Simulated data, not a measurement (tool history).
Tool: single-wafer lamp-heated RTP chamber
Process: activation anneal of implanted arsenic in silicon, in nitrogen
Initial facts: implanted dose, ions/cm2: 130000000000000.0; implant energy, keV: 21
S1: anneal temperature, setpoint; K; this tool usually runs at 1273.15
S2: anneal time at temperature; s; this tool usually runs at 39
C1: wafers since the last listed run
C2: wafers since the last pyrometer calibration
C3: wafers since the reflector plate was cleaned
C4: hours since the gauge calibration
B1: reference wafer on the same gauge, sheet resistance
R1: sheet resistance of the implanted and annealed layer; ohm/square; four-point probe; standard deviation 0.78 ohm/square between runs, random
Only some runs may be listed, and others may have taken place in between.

run,hour,S1,S2,C1,C2,C3,C4,B1,R1
1,0.0,1273.15,39,0,875,2357,1604.9,507.61,533.26
2,72.5,1285.15,39,1034,1910,3392,1677.4,507.53,531.08
3,175.2,1285.15,39,1465,3375,4857,1780.1,507.77,529.66
4,226.9,1285.15,39,737,4113,5595,1831.8,507.73,530.63
5,306.8,1273.15,39,1140,5253,6735,1911.7,507.84,532.34
6,352.5,1273.15,39,652,5905,7387,1957.4,508.04,531.54
7,396.8,1290.15,57,632,6537,8019,2001.7,508.01,527.65
8,480.4,1290.15,57,1192,7730,9212,2085.3,508.27,527.82
# hour 595.9: reflector plate cleaned
9,711.5,1251.15,26,3183,10913,1649,2316.4,508.55,536.61
# hour 722.9: pyrometer window cleaned and pyrometer calibrated
10,810.1,1273.15,39,1292,1243,2942,2415.0,508.35,533.77
11,878.3,1273.15,39,973,2216,3915,2483.2,508.52,533.53
12,949.3,1273.15,39,1013,3230,4928,2554.2,508.43,534.21
13,1005.6,1273.15,39,803,4033,5732,2610.5,508.24,533.08
14,1063.3,1273.15,39,823,4856,6555,2668.2,508.69,533.94
15,1121.9,1296.15,18,836,5692,7391,2726.8,508.51,535.19
16,1195.2,1286.15,25,1045,6738,8437,2800.1,508.80,533.87
17,1238.4,1248.15,17,616,7355,9054,2843.3,508.78,537.69
# hour 1276.4: reflector plate cleaned
18,1314.4,1243.15,57,970,8325,542,2919.3,508.70,534.65
19,1420.8,1284.15,39,1518,9843,2061,3025.7,508.77,531.72
# hour 1466.3: pyrometer window cleaned and pyrometer calibrated
20,1524.9,1273.15,39,1371,835,3432,3129.8,508.95,535.40
21,1585.5,1261.15,24,864,1700,4297,3190.4,508.79,536.28
# hour 1673.0: gauge calibrated
22,1686.7,1290.15,57,1444,3144,5741,13.7,498.55,518.09
23,1758.8,1248.15,39,1028,4173,6769,85.8,499.02,524.19
24,1820.0,1257.15,23,873,5046,7643,147.0,499.81,528.73
25,1878.2,1285.15,39,830,5876,8473,205.2,499.94,522.56
# hour 1909.0: reflector plate cleaned
26,1933.2,1282.15,39,670,6547,344,260.2,500.73,524.62
27,2038.7,1257.15,23,1505,8052,1849,365.7,501.14,530.67
28,2076.9,1282.15,25,545,8598,2395,403.9,501.51,526.47
29,2126.3,1299.15,61,704,9302,3099,453.3,501.65,517.86
# hour 2162.5: pyrometer window cleaned and pyrometer calibrated
30,2213.9,1264.15,59,1135,733,4235,540.9,502.03,525.64
31,2265.8,1257.15,53,740,1473,4976,592.8,502.57,527.35
32,2370.8,1294.15,22,1498,2972,6474,697.8,502.79,528.79
33,2414.6,1253.15,30,624,3597,7099,741.6,503.07,531.51
34,2495.7,1251.15,45,1157,4754,8256,822.7,503.57,527.84
# hour 2548.0: reflector plate cleaned
35,2548.5,1273.15,49,639,5393,7,875.5,503.80,524.95
36,2633.5,1273.15,39,1212,6606,1220,960.5,503.91,529.55
37,2730.4,1255.15,57,1382,7989,2602,1057.4,504.52,529.50

Below, some changes in R1 between adjacent runs. For each, the amount present without the hidden state too (settings, incoming material, random variation) and the amount remaining for the hidden state with gauge scatter not shared by both compared results:
The tool's hidden condition here consists of: true wafer temperature minus pyrometer reading, K; wafer temperature error from the tarnished reflector plate, K; gauge reads high (%).
Run 8 -> 9: S1 1290.15 -> 1251.15, S2 57 -> 26, reflector plate cleaned. R1 +8.79 ohm/square: hidden state +0.39, all else +8.40.
Run 21 -> 22: S1 1261.15 -> 1290.15, S2 24 -> 57, gauge calibrated. R1 -18.19 ohm/square: hidden state -10.88, all else -7.31.
Run 22 -> 23: S1 1290.15 -> 1248.15, S2 57 -> 39. R1 +6.10 ohm/square: hidden state +0.68, all else +5.42.
Run 26 -> 27: S1 1282.15 -> 1257.15, S2 39 -> 23. R1 +6.05 ohm/square: hidden state +0.78, all else +5.27.
Run 28 -> 29: S1 1282.15 -> 1299.15, S2 25 -> 61. R1 -8.61 ohm/square: hidden state +0.27, all else -8.88.

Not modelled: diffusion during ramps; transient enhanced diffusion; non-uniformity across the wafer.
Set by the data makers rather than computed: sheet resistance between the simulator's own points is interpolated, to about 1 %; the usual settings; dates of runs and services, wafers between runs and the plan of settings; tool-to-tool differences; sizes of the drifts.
